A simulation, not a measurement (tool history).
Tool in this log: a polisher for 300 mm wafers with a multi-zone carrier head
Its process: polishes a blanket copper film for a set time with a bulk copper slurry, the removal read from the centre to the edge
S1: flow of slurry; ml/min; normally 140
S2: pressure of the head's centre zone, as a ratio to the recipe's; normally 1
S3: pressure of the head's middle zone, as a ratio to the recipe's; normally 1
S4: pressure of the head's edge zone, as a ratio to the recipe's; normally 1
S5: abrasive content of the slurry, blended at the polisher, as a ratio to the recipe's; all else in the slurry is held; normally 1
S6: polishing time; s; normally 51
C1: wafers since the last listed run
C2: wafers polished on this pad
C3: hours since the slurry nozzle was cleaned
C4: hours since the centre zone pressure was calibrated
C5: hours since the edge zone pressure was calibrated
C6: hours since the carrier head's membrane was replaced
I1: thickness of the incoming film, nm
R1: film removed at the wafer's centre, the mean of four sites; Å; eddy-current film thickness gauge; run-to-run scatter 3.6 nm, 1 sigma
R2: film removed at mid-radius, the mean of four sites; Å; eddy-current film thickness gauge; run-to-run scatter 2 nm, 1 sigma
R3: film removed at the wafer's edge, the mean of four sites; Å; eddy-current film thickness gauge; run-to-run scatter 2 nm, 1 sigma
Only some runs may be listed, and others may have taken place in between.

Run 1, hour 0: usual settings but S5 1.2; C1 0; C2 1542; C3 106.6; C4 209.9; C5 1060.7; C6 538.5; I1 1836.8. Result: R1 2776 Å, R2 2735 Å, R3 2659 Å.
Run 2, hour 73.1: usual settings but S1 170 ml/min, S3 0.92; C1 840; C2 2382; C3 179.7; C4 283; C5 1133.8; C6 611.6; I1 1839.5. Result: R1 2691 Å, R2 2471 Å, R3 2582 Å.
Run 3, hour 144.9: usual settings but S1 170 ml/min, S3 0.92; C1 825; C2 3208; C3 251.5; C4 354.8; C5 1205.6; C6 683.4; I1 1861.3. Result: R1 2625 Å, R2 2400 Å, R3 2480 Å.
At hour 232.7: worn pad replaced by a new one.
Run 4, hour 248.2: usual settings but S1 170 ml/min, S3 0.92; C1 1141; C2 178; C3 354.8; C4 458.1; C5 1308.9; C6 786.7; I1 1831.8. Result: R1 2611 Å, R2 2452 Å, R3 2618 Å.
At hour 279.4: edge zone pressure recalibrated.
Run 5, hour 299: usual settings; C1 561; C2 739; C3 405.6; C4 508.9; C5 19.6; C6 837.5; I1 1836.9. Result: R1 2390 Å, R2 2437 Å, R3 2429 Å.
Run 6, hour 402.2: usual settings; C1 1186; C2 1926; C3 508.8; C4 612.1; C5 122.8; C6 940.7; I1 1846.7. Result: R1 2147 Å, R2 2204 Å, R3 2292 Å.
At hour 405.5: slurry nozzle cleaned.
Run 7, hour 458.2: usual settings but S5 0.75; C1 632; C2 2558; C3 52.7; C4 668.1; C5 178.8; C6 996.7; I1 1860.7. Result: R1 2381 Å, R2 2353 Å, R3 2308 Å.
Run 8, hour 518.7: usual settings but S6 34 s; C1 695; C2 3254; C3 113.2; C4 728.6; C5 239.3; C6 1057.2; I1 1864.1. Result: R1 1600 Å, R2 1638 Å, R3 1600 Å.
Run 9, hour 588.2: usual settings but S1 165 ml/min; C1 799; C2 4053; C3 182.7; C4 798.1; C5 308.8; C6 1126.7; I1 1808.4. Result: R1 2402 Å, R2 2347 Å, R3 2332 Å.
At hour 628.2: worn pad replaced by a new one.
Run 10, hour 671.5: usual settings but S2 0.93; C1 911; C2 498; C3 266; C4 881.4; C5 392.1; C6 1210; I1 1837.8. Result: R1 2380 Å, R2 2540 Å, R3 2491 Å.
Run 11, hour 709.4: usual settings but S4 0.91, S6 65 s; C1 435; C2 934; C3 303.9; C4 919.3; C5 430; C6 1247.9; I1 1827.1. Result: R1 3153 Å, R2 3203 Å, R3 3066 Å.
Run 12, hour 745.9: usual settings but S1 155 ml/min, S3 1.04; C1 419; C2 1353; C3 340.4; C4 955.8; C5 466.5; C6 1284.4; I1 1808.2. Result: R1 2487 Å, R2 2599 Å, R3 2503 Å.
Run 13, hour 812.2: usual settings but S6 64 s; C1 762; C2 2116; C3 406.7; C4 1022.1; C5 532.8; C6 1350.7; I1 1826.1. Result: R1 2905 Å, R2 2934 Å, R3 2948 Å.
At hour 834.8: carrier head's membrane replaced by a new one.
Run 14, hour 855.4: usual settings; C1 439; C2 2555; C3 449.9; C4 1065.3; C5 576; C6 20.6; I1 1835.7. Result: R1 2261 Å, R2 2216 Å, R3 2291 Å.
Run 15, hour 911.5: usual settings but S1 185 ml/min, S3 1.07, S6 67 s; C1 645; C2 3200; C3 506; C4 1121.4; C5 632.1; C6 76.7; I1 1833. Result: R1 2949 Å, R2 3162 Å, R3 3023 Å.

The next listed run, before its measurement:
At hour 939.9: slurry nozzle cleaned.
At hour 963.3: centre zone pressure recalibrated.
Run 16, hour 997.8: usual settings; C1 957; C2 4158; C3 57.9; C4 34.5; C5 718.4; C6 163; I1 1835.8. Result: R1 ?, R2 ?, R3 ?.

For run 16 the tool returned R1 2311 Å, R2 2373 Å, R3 2320 Å.
With no hidden state in the tool, this same run would have given R1 2666 Å, R2 2735 Å, R3 2671 Å.

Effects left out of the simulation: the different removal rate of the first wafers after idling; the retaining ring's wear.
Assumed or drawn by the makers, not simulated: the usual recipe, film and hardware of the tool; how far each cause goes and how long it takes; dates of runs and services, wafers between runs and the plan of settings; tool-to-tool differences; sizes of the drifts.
